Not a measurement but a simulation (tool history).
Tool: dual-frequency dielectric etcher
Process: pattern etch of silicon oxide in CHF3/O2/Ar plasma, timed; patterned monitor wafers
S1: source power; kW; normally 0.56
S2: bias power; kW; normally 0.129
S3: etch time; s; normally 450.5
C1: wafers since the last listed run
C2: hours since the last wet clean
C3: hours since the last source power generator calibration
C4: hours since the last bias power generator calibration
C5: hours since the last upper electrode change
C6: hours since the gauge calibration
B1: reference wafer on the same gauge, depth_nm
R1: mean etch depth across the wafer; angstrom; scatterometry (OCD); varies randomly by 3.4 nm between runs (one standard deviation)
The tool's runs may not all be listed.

{"run": 1, "hour": 0.0, "S1": 0.56, "S2": 0.121, "S3": 450.5, "C1": 0, "C2": 99.2, "C3": 1184.6, "C4": 92.8, "C5": 2540.4, "C6": 1220.3, "B1": 645.8, "R1": 6370}
{"run": 2, "hour": 15.8, "S1": 0.56, "S2": 0.122, "S3": 450.5, "C1": 53, "C2": 115, "C3": 1200.4, "C4": 108.6, "C5": 2556.2, "C6": 1236.1, "B1": 643.8, "R1": 6448}
{"run": 3, "hour": 100.1, "S1": 0.56, "S2": 0.129, "S3": 450.5, "C1": 283, "C2": 199.3, "C3": 1284.7, "C4": 192.9, "C5": 2640.5, "C6": 1320.4, "B1": 644.4, "R1": 6555}
{"run": 4, "hour": 112.5, "S1": 0.56, "S2": 0.154, "S3": 450.5, "C1": 41, "C2": 211.7, "C3": 1297.1, "C4": 205.3, "C5": 2652.9, "C6": 1332.8, "B1": 645.1, "R1": 7035}
{"run": 5, "hour": 133.3, "S1": 0.56, "S2": 0.154, "S3": 450.5, "C1": 70, "C2": 232.5, "C3": 1317.9, "C4": 226.1, "C5": 2673.7, "C6": 1353.6, "B1": 645.9, "R1": 7001}
{"run": 6, "hour": 154.1, "S1": 0.56, "S2": 0.129, "S3": 450.5, "C1": 70, "C2": 253.3, "C3": 1338.7, "C4": 246.9, "C5": 2694.5, "C6": 1374.4, "B1": 644.8, "R1": 6542}
{"hour": 187.9, "done": "gauge calibrated"}
{"hour": 198.6, "done": "upper electrode replaced"}
{"run": 7, "hour": 199.1, "S1": 0.47, "S2": 0.105, "S3": 496, "C1": 70, "C2": 298.3, "C3": 1383.7, "C4": 291.9, "C5": 0.5, "C6": 11.2, "B1": 644.2, "R1": 6339}
{"run": 8, "hour": 199.5, "S1": 0.66, "S2": 0.105, "S3": 450.5, "C1": 1, "C2": 298.7, "C3": 1384.1, "C4": 292.3, "C5": 0.9, "C6": 11.6, "B1": 644.9, "R1": 6457}
{"run": 9, "hour": 226.7, "S1": 0.56, "S2": 0.129, "S3": 450.5, "C1": 91, "C2": 325.9, "C3": 1411.3, "C4": 319.5, "C5": 28.1, "C6": 38.8, "B1": 645.2, "R1": 6534}
{"run": 10, "hour": 244.3, "S1": 0.62, "S2": 0.115, "S3": 556, "C1": 59, "C2": 343.5, "C3": 1428.9, "C4": 337.1, "C5": 45.7, "C6": 56.4, "B1": 645.3, "R1": 8061}
{"run": 11, "hour": 261.5, "S1": 0.56, "S2": 0.129, "S3": 450.5, "C1": 57, "C2": 360.7, "C3": 1446.1, "C4": 354.3, "C5": 62.9, "C6": 73.6, "B1": 646.1, "R1": 6525}
{"run": 12, "hour": 279.3, "S1": 0.69, "S2": 0.144, "S3": 350.5, "C1": 59, "C2": 378.5, "C3": 1463.9, "C4": 372.1, "C5": 80.7, "C6": 91.4, "B1": 646.3, "R1": 5684}
{"run": 13, "hour": 310.9, "S1": 0.56, "S2": 0.129, "S3": 377.5, "C1": 106, "C2": 410.1, "C3": 1495.5, "C4": 403.7, "C5": 112.3, "C6": 123, "B1": 645.1, "R1": 5491}
{"run": 14, "hour": 337.7, "S1": 0.56, "S2": 0.129, "S3": 343.5, "C1": 90, "C2": 436.9, "C3": 1522.3, "C4": 430.5, "C5": 139.1, "C6": 149.8, "B1": 644.6, "R1": 5006}
{"hour": 385.5, "done": "wet clean of the chamber"}
{"run": 15, "hour": 386.0, "S1": 0.62, "S2": 0.129, "S3": 397, "C1": 81, "C2": 0.5, "C3": 1570.6, "C4": 478.8, "C5": 187.4, "C6": 198.1, "B1": 644.9, "R1": 6000}
{"run": 16, "hour": 390.4, "S1": 0.63, "S2": 0.105, "S3": 555, "C1": 14, "C2": 4.9, "C3": 1575, "C4": 483.2, "C5": 191.8, "C6": 202.5, "B1": 645.7, "R1": 7881}
{"run": 17, "hour": 422.6, "S1": 0.56, "S2": 0.129, "S3": 450.5, "C1": 108, "C2": 37.1, "C3": 1607.2, "C4": 515.4, "C5": 224, "C6": 234.7, "B1": 644.5, "R1": 6592}
{"hour": 457.3, "done": "source power generator calibrated"}
{"run": 18, "hour": 472.8, "S1": 0.56, "S2": 0.129, "S3": 450.5, "C1": 155, "C2": 87.3, "C3": 15.5, "C4": 565.6, "C5": 274.2, "C6": 284.9, "B1": 644, "R1": 6551}
{"run": 19, "hour": 493.4, "S1": 0.62, "S2": 0.1, "S3": 375, "C1": 69, "C2": 107.9, "C3": 36.1, "C4": 586.2, "C5": 294.8, "C6": 305.5, "B1": 645.9, "R1": 5209}
{"run": 20, "hour": 515.1, "S1": 0.56, "S2": 0.129, "S3": 450.5, "C1": 73, "C2": 129.6, "C3": 57.8, "C4": 607.9, "C5": 316.5, "C6": 327.2, "B1": 644.7, "R1": 6542}
{"run": 21, "hour": 541.0, "S1": 0.62, "S2": 0.1, "S3": 375, "C1": 87, "C2": 155.5, "C3": 83.7, "C4": 633.8, "C5": 342.4, "C6": 353.1, "B1": 645.3, "R1": 5242}
{"run": 22, "hour": 573.8, "S1": 0.66, "S2": 0.108, "S3": 325, "C1": 110, "C2": 188.3, "C3": 116.5, "C4": 666.6, "C5": 375.2, "C6": 385.9, "B1": 644.8, "R1": 4729}
{"run": 23, "hour": 632.9, "S1": 0.61, "S2": 0.153, "S3": 351.5, "C1": 199, "C2": 247.4, "C3": 175.6, "C4": 725.7, "C5": 434.3, "C6": 445, "B1": 645.8, "R1": 5583}
{"run": 24, "hour": 726.7, "S1": 0.56, "S2": 0.129, "S3": 450.5, "C1": 315, "C2": 341.2, "C3": 269.4, "C4": 819.5, "C5": 528.1, "C6": 538.8, "B1": 645, "R1": 6599}
{"run": 25, "hour": 741.5, "S1": 0.48, "S2": 0.118, "S3": 450.5, "C1": 49, "C2": 356, "C3": 284.2, "C4": 834.3, "C5": 542.9, "C6": 553.6, "B1": 644.4, "R1": 5968}
{"run": 26, "hour": 777.3, "S1": 0.46, "S2": 0.129, "S3": 450.5, "C1": 120, "C2": 391.8, "C3": 320, "C4": 870.1, "C5": 578.7, "C6": 589.4, "B1": 644.7, "R1": 6101}
{"run": 27, "hour": 792.6, "S1": 0.56, "S2": 0.129, "S3": 339, "C1": 51, "C2": 407.1, "C3": 335.3, "C4": 885.4, "C5": 594, "C6": 604.7, "B1": 646.3, "R1": 4944}
{"run": 28, "hour": 810.4, "S1": 0.56, "S2": 0.129, "S3": 450.5, "C1": 59, "C2": 424.9, "C3": 353.1, "C4": 903.2, "C5": 611.8, "C6": 622.5, "B1": 646, "R1": 6528}
{"run": 29, "hour": 838.5, "S1": 0.45, "S2": 0.129, "S3": 450.5, "C1": 94, "C2": 453, "C3": 381.2, "C4": 931.3, "C5": 639.9, "C6": 650.6, "B1": 646, "R1": 6095}
{"run": 30, "hour": 866.3, "S1": 0.56, "S2": 0.115, "S3": 376.5, "C1": 93, "C2": 480.8, "C3": 409, "C4": 959.1, "C5": 667.7, "C6": 678.4, "B1": 643.5, "R1": 5242}

Predict each of these 4 candidate next runs independently; none follows another, all start after run 30:
{"run": "A", "hour": 866.8, "S1": 0.56, "S2": 0.149, "S3": 450.5, "C1": 1, "C2": 481.3, "C3": 409.5, "C4": 959.6, "C5": 668.2, "C6": 678.9, "B1": "?", "R1": "?"}
{"run": "B", "hour": 866.8, "S1": 0.44, "S2": 0.121, "S3": 450.5, "C1": 1, "C2": 481.3, "C3": 409.5, "C4": 959.6, "C5": 668.2, "C6": 678.9, "B1": "?", "R1": "?"}
{"run": "C", "hour": 866.8, "S1": 0.56, "S2": 0.15, "S3": 402.5, "C1": 1, "C2": 481.3, "C3": 409.5, "C4": 959.6, "C5": 668.2, "C6": 678.9, "B1": "?", "R1": "?"}
{"run": "D", "hour": 866.8, "S1": 0.64, "S2": 0.157, "S3": 550, "C1": 1, "C2": 481.3, "C3": 409.5, "C4": 959.6, "C5": 668.2, "C6": 678.9, "B1": "?", "R1": "?"}

run=A B1=644.2 R1=6815
run=B B1=644.2 R1=5857
run=C B1=644.2 R1=6102
run=D B1=644.2 R1=8870
Without the tool's unlogged condition, the same runs would have read:
run=A R1=6815
run=B R1=5857
run=C R1=6102
run=D R1=8870

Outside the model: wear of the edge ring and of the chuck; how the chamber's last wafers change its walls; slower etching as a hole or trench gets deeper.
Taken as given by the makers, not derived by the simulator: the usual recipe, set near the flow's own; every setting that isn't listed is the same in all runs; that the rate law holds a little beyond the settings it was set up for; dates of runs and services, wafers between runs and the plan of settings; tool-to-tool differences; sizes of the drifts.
